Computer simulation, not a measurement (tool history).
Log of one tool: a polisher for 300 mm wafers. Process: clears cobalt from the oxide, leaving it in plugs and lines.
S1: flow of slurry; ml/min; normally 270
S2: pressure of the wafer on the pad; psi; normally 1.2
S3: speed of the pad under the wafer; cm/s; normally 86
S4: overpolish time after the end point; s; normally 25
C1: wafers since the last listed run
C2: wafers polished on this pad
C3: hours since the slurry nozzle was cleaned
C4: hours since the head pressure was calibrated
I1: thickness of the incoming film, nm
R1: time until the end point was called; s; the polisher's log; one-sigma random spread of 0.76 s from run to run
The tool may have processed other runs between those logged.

run 1 hour=0.0 | S1=270 S2=1.2 S3=92 S4=25 | C1=0 C2=374 C3=86.2 C4=631.7 | I1=211.1 | R1=85.8
run 2 hour=16.0 | S1=270 S2=1.2 S3=92 S4=25 | C1=179 C2=553 C3=102.2 C4=647.7 | I1=210.5 | R1=86.9
run 3 hour=45.9 | S1=270 S2=1.2 S3=86 S4=25 | C1=334 C2=888 C3=132.1 C4=677.6 | I1=213.6 | R1=92.7
run 4 hour=61.3 | S1=270 S2=1.2 S3=86 S4=25 | C1=172 C2=1060 C3=147.5 C4=693.0 | I1=209.7 | R1=91.2
-- hour=70.8 worn pad replaced by a new one
run 5 hour=71.3 | S1=270 S2=1.2 S3=86 S4=25 | C1=67 C2=5 C3=157.5 C4=703.0 | I1=208.2 | R1=91.7
run 6 hour=76.2 | S1=270 S2=1.2 S3=86 S4=25 | C1=54 C2=60 C3=162.4 C4=707.9 | I1=213.2 | R1=93.0
run 7 hour=86.7 | S1=270 S2=1.2 S3=86 S4=25 | C1=117 C2=177 C3=172.9 C4=718.4 | I1=209.2 | R1=92.5
run 8 hour=99.7 | S1=270 S2=1.2 S3=86 S4=25 | C1=145 C2=323 C3=185.9 C4=731.4 | I1=210.5 | R1=93.6
run 9 hour=112.8 | S1=270 S2=1.2 S3=86 S4=25 | C1=146 C2=469 C3=199.0 C4=744.5 | I1=207.8 | R1=91.8
-- hour=125.2 slurry nozzle cleaned
-- hour=127.6 head pressure recalibrated
run 10 hour=128.1 | S1=270 S2=1.2 S3=86 S4=13 | C1=137 C2=607 C3=2.9 C4=0.5 | I1=211.1 | R1=88.2
run 11 hour=135.2 | S1=270 S2=1.2 S3=106 S4=37 | C1=79 C2=687 C3=10.0 C4=7.6 | I1=206.3 | R1=73.8
run 12 hour=141.7 | S1=315 S2=1.2 S3=86 S4=25 | C1=72 C2=759 C3=16.5 C4=14.1 | I1=209.5 | R1=87.5
run 13 hour=148.5 | S1=270 S2=1.2 S3=86 S4=25 | C1=76 C2=835 C3=23.3 C4=20.9 | I1=208.4 | R1=88.3
-- hour=156.1 worn pad replaced by a new one
run 14 hour=158.3 | S1=330 S2=1.0 S3=86 S4=33 | C1=64 C2=25 C3=33.1 C4=30.7 | I1=212.5 | R1=106.7
run 15 hour=169.0 | S1=270 S2=1.0 S3=74 S4=11 | C1=119 C2=144 C3=43.8 C4=41.4 | I1=208.7 | R1=119.6
run 16 hour=181.6 | S1=270 S2=1.2 S3=92 S4=25 | C1=141 C2=285 C3=56.4 C4=54.0 | I1=207.1 | R1=84.7

How would selected steps in R1 from run to run divide? Give the signed amount a tool lacking its hidden state would still show from settings, what came in and random variation, and the signed amount left for the hidden state, including any gauge scatter that is not in both of the compared results.
The hidden state here: removal rate lost through wear of the pad, %; slurry flow missing at the pad, %; deviation of the head's pressure from its setpoint, %.
Run 9 -> 10: S4 25 -> 13, slurry nozzle cleaned, head pressure recalibrated. R1 -3.6 s: hidden state -5.1, all else +1.5.
Run 15 -> 16: S2 1.0 -> 1.2, S3 74 -> 92, S4 11 -> 25. R1 -34.9 s: hidden state -0.2, all else -34.7.

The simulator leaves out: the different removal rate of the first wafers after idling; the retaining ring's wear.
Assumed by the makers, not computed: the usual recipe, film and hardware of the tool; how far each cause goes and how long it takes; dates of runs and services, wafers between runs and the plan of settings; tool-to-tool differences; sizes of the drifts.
